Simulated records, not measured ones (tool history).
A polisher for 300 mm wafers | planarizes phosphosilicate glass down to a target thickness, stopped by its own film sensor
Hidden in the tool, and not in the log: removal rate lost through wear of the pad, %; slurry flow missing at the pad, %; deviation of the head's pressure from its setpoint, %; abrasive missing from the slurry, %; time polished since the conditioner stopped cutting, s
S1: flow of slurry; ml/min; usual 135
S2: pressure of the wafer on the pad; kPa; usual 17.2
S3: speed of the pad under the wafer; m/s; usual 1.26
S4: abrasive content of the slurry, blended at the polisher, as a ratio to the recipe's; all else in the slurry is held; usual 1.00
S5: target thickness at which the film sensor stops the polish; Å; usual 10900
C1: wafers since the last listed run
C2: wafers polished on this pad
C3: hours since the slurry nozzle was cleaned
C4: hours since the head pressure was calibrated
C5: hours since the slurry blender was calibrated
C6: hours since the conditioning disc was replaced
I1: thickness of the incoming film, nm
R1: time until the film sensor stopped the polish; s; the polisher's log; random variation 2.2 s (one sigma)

| run | hour | S1 | S2 | S3 | S4 | S5 | C1 | C2 | C3 | C4 | C5 | C6 | I1 | R1 |
|---|---|---|---|---|---|---|---|---|---|---|---|---|---|---|
| 1 | 0.0 | 135 | 17.2 | 1.26 | 0.80 | 10900 | 0 | 4279 | 550.1 | 488.7 | 217.1 | 24.4 | 2075.0 | 142.6 |
| 2 | 105.5 | 135 | 17.2 | 1.26 | 0.80 | 10900 | 947 | 5227 | 655.6 | 594.2 | 322.6 | 129.9 | 2086.4 | 148.8 |
|  | 138.5 | slurry nozzle cleaned |
|  | 171.5 | worn pad replaced by a new one |
| 3 | 195.4 | 135 | 17.2 | 1.26 | 1.00 | 10900 | 762 | 214 | 56.9 | 684.1 | 412.5 | 219.8 | 2067.8 | 121.0 |
| 4 | 252.4 | 135 | 15.2 | 1.26 | 1.30 | 10900 | 511 | 726 | 113.9 | 741.1 | 469.5 | 276.8 | 2097.2 | 128.6 |
|  | 283.8 | head pressure recalibrated |
| 5 | 339.3 | 150 | 17.2 | 1.26 | 1.00 | 10900 | 762 | 1488 | 200.8 | 55.5 | 556.4 | 363.7 | 2091.3 | 130.7 |
|  | 447.2 | slurry blender recalibrated |
| 6 | 468.0 | 100 | 17.2 | 1.26 | 1.00 | 14030 | 1137 | 2626 | 329.5 | 184.2 | 20.8 | 492.4 | 2062.9 | 103.9 |
| 7 | 562.1 | 135 | 14.5 | 1.48 | 1.20 | 10900 | 844 | 3471 | 423.6 | 278.3 | 114.9 | 586.5 | 2059.3 | 142.8 |
| 8 | 642.0 | 110 | 17.2 | 1.26 | 0.75 | 10900 | 717 | 4188 | 503.5 | 358.2 | 194.8 | 666.4 | 2074.9 | 195.0 |
|  | 733.8 | conditioning disc replaced and pad reconditioned |
| 9 | 734.3 | 135 | 17.2 | 1.26 | 1.00 | 10900 | 810 | 4999 | 595.8 | 450.5 | 287.1 | 0.5 | 2073.7 | 122.9 |
| 10 | 808.8 | 135 | 17.2 | 1.26 | 1.00 | 10900 | 668 | 5668 | 670.3 | 525.0 | 361.6 | 75.0 | 2071.7 | 132.7 |
|  | 862.1 | slurry nozzle cleaned |
|  | 868.7 | worn pad replaced by a new one |
| 11 | 902.9 | 95 | 17.2 | 1.26 | 1.00 | 10900 | 800 | 307 | 40.8 | 619.1 | 455.7 | 169.1 | 2109.0 | 138.6 |
| 12 | 948.1 | 135 | 17.2 | 1.26 | 1.00 | 13290 | 405 | 712 | 86.0 | 664.3 | 500.9 | 214.3 | 2065.1 | 89.7 |

Run 13 comes next. What will it give?
|  | 1011.2 | head pressure recalibrated |
| 13 | 1027.5 | 175 | 11.7 | 1.26 | 1.15 | 10900 | 694 | 1407 | 165.4 | 16.3 | 580.3 | 293.7 | 2050.9 | ? |

R1: 150.0 s
Without the tool's hidden state the same run would have given R1 138.6 s.
